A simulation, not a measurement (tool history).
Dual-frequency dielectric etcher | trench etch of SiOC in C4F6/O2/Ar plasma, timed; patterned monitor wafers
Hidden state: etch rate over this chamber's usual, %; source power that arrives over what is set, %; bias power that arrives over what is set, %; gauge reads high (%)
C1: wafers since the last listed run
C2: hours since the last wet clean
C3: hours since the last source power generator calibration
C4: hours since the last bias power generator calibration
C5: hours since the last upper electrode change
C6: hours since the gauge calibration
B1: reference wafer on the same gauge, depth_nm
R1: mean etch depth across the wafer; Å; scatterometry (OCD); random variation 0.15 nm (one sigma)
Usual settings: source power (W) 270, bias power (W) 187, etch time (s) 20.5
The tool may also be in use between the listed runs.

run 1 hour=0 | source_power_(W)=270 bias_power_(W)=187 etch_time_(s)=20.5 | C1=0 C2=58.4 C3=3054.6 C4=3261 C5=3.7 C6=1664.4 | B1=29.38 | R1=335.3
run 2 hour=31.9 | source_power_(W)=290 bias_power_(W)=187 etch_time_(s)=20.5 | C1=458 C2=90.3 C3=3086.5 C4=3292.9 C5=35.6 C6=1696.3 | B1=29.41 | R1=348.8
run 3 hour=79 | source_power_(W)=290 bias_power_(W)=187 etch_time_(s)=20.5 | C1=676 C2=137.4 C3=3133.6 C4=3340 C5=82.7 C6=1743.4 | B1=29.46 | R1=348.6
run 4 hour=113.4 | source_power_(W)=290 bias_power_(W)=187 etch_time_(s)=20.5 | C1=494 C2=171.8 C3=3168 C4=3374.4 C5=117.1 C6=1777.8 | B1=29.37 | R1=346.6
run 5 hour=164.2 | source_power_(W)=270 bias_power_(W)=187 etch_time_(s)=20.5 | C1=729 C2=222.6 C3=3218.8 C4=3425.2 C5=167.9 C6=1828.6 | B1=29.38 | R1=334.3
-- hour=297 source power generator calibrated
run 6 hour=297.5 | source_power_(W)=270 bias_power_(W)=187 etch_time_(s)=20.5 | C1=1856 C2=355.9 C3=0.5 C4=3558.5 C5=301.2 C6=1961.9 | B1=29.41 | R1=343.6
run 7 hour=342 | source_power_(W)=270 bias_power_(W)=187 etch_time_(s)=20.5 | C1=639 C2=400.4 C3=45 C4=3603 C5=345.7 C6=2006.4 | B1=29.4 | R1=341
run 8 hour=395.3 | source_power_(W)=270 bias_power_(W)=187 etch_time_(s)=20.5 | C1=765 C2=453.7 C3=98.3 C4=3656.3 C5=399 C6=2059.7 | B1=29.39 | R1=337.6
run 9 hour=430.7 | source_power_(W)=210 bias_power_(W)=172 etch_time_(s)=24.5 | C1=508 C2=489.1 C3=133.7 C4=3691.7 C5=434.4 C6=2095.1 | B1=29.42 | R1=335.2
run 10 hour=490.3 | source_power_(W)=320 bias_power_(W)=153 etch_time_(s)=20.5 | C1=855 C2=548.7 C3=193.3 C4=3751.3 C5=494 C6=2154.7 | B1=29.41 | R1=353.6
run 11 hour=523.7 | source_power_(W)=270 bias_power_(W)=187 etch_time_(s)=20.5 | C1=479 C2=582.1 C3=226.7 C4=3784.7 C5=527.4 C6=2188.1 | B1=29.43 | R1=335
-- hour=552.2 gauge calibrated
-- hour=558.2 wet clean of the chamber
run 12 hour=680.3 | source_power_(W)=270 bias_power_(W)=187 etch_time_(s)=20.5 | C1=1904 C2=122.1 C3=383.3 C4=3941.3 C5=684 C6=128.1 | B1=29.38 | R1=342.4
run 13 hour=743.4 | source_power_(W)=270 bias_power_(W)=187 etch_time_(s)=20.5 | C1=906 C2=185.2 C3=446.4 C4=4004.4 C5=747.1 C6=191.2 | B1=29.36 | R1=342.1
run 14 hour=784.6 | source_power_(W)=270 bias_power_(W)=156 etch_time_(s)=24.5 | C1=591 C2=226.4 C3=487.6 C4=4045.6 C5=788.3 C6=232.4 | B1=29.39 | R1=386.2
run 15 hour=852.8 | source_power_(W)=220 bias_power_(W)=212 etch_time_(s)=23 | C1=979 C2=294.6 C3=555.8 C4=4113.8 C5=856.5 C6=300.6 | B1=29.45 | R1=342.2
-- hour=885.9 bias power generator calibrated
run 16 hour=915.8 | source_power_(W)=230 bias_power_(W)=205 etch_time_(s)=23 | C1=847 C2=357.6 C3=618.8 C4=29.9 C5=919.5 C6=363.6 | B1=29.42 | R1=347.5
run 17 hour=941.4 | source_power_(W)=270 bias_power_(W)=187 etch_time_(s)=20.5 | C1=367 C2=383.2 C3=644.4 C4=55.5 C5=945.1 C6=389.2 | B1=29.41 | R1=337.3
run 18 hour=967.7 | source_power_(W)=270 bias_power_(W)=202 etch_time_(s)=24 | C1=377 C2=409.5 C3=670.7 C4=81.8 C5=971.4 C6=415.5 | B1=29.36 | R1=398.6
run 19 hour=1039.7 | source_power_(W)=270 bias_power_(W)=187 etch_time_(s)=20.5 | C1=1033 C2=481.5 C3=742.7 C4=153.8 C5=1043.4 C6=487.5 | B1=29.47 | R1=334.8
run 20 hour=1070.7 | source_power_(W)=270 bias_power_(W)=187 etch_time_(s)=20.5 | C1=445 C2=512.5 C3=773.7 C4=184.8 C5=1074.4 C6=518.5 | B1=29.38 | R1=334.6
run 21 hour=1118.8 | source_power_(W)=250 bias_power_(W)=172 etch_time_(s)=20.5 | C1=690 C2=560.6 C3=821.8 C4=232.9 C5=1122.5 C6=566.6 | B1=29.36 | R1=312.1
run 22 hour=1174.2 | source_power_(W)=210 bias_power_(W)=187 etch_time_(s)=20.5 | C1=795 C2=616 C3=877.2 C4=288.3 C5=1177.9 C6=622 | B1=29.46 | R1=282.4
-- hour=1223.2 wet clean of the chamber
run 23 hour=1223.7 | source_power_(W)=320 bias_power_(W)=211 etch_time_(s)=20.5 | C1=366 C2=0.5 C3=926.7 C4=337.8 C5=1227.4 C6=671.5 | B1=29.44 | R1=393.5
run 24 hour=1252.6 | source_power_(W)=250 bias_power_(W)=172 etch_time_(s)=23.5 | C1=415 C2=29.4 C3=955.6 C4=366.7 C5=1256.3 C6=700.4 | B1=29.43 | R1=364.7
run 25 hour=1287.7 | source_power_(W)=270 bias_power_(W)=187 etch_time_(s)=20.5 | C1=504 C2=64.5 C3=990.7 C4=401.8 C5=1291.4 C6=735.5 | B1=29.46 | R1=342.3
run 26 hour=1348.2 | source_power_(W)=270 bias_power_(W)=187 etch_time_(s)=20.5 | C1=868 C2=125 C3=1051.2 C4=462.3 C5=1351.9 C6=796 | B1=29.39 | R1=339.2
run 27 hour=1385.5 | source_power_(W)=320 bias_power_(W)=187 etch_time_(s)=23 | C1=535 C2=162.3 C3=1088.5 C4=499.6 C5=1389.2 C6=833.3 | B1=29.38 | R1=419.7
run 28 hour=1447.7 | source_power_(W)=240 bias_power_(W)=187 etch_time_(s)=20.5 | C1=893 C2=224.5 C3=1150.7 C4=561.8 C5=1451.4 C6=895.5 | B1=29.43 | R1=314.3
run 29 hour=1487.9 | source_power_(W)=250 bias_power_(W)=160 etch_time_(s)=20.5 | C1=577 C2=264.7 C3=1190.9 C4=602 C5=1491.6 C6=935.7 | B1=29.41 | R1=309.4

5 ways to go on from here, each from the tool as it stands after run 29. What would each give?
run A hour=1488.3 | source_power_(W)=270 bias_power_(W)=187 etch_time_(s)=18 | C1=5 C2=265.1 C3=1191.3 C4=602.4 C5=1492 C6=936.1 | B1=? | R1=?
run B hour=1488.3 | source_power_(W)=210 bias_power_(W)=225 etch_time_(s)=17.5 | C1=5 C2=265.1 C3=1191.3 C4=602.4 C5=1492 C6=936.1 | B1=? | R1=?
run C hour=1488.3 | source_power_(W)=270 bias_power_(W)=187 etch_time_(s)=15 | C1=5 C2=265.1 C3=1191.3 C4=602.4 C5=1492 C6=936.1 | B1=? | R1=?
run D hour=1488.3 | source_power_(W)=290 bias_power_(W)=187 etch_time_(s)=23.5 | C1=5 C2=265.1 C3=1191.3 C4=602.4 C5=1492 C6=936.1 | B1=? | R1=?
run E hour=1488.3 | source_power_(W)=330 bias_power_(W)=230 etch_time_(s)=25.5 | C1=5 C2=265.1 C3=1191.3 C4=602.4 C5=1492 C6=936.1 | B1=? | R1=?

run=A B1=29.41 R1=292.8
run=B B1=29.41 R1=253.2
run=C B1=29.41 R1=244
run=D B1=29.41 R1=399.2
run=E B1=29.41 R1=492.7
Without the tool's hidden state the same runs would have given:
run=A R1=301.6
run=B R1=260.6
run=C R1=251.3
run=D R1=411.1
run=E R1=507.3

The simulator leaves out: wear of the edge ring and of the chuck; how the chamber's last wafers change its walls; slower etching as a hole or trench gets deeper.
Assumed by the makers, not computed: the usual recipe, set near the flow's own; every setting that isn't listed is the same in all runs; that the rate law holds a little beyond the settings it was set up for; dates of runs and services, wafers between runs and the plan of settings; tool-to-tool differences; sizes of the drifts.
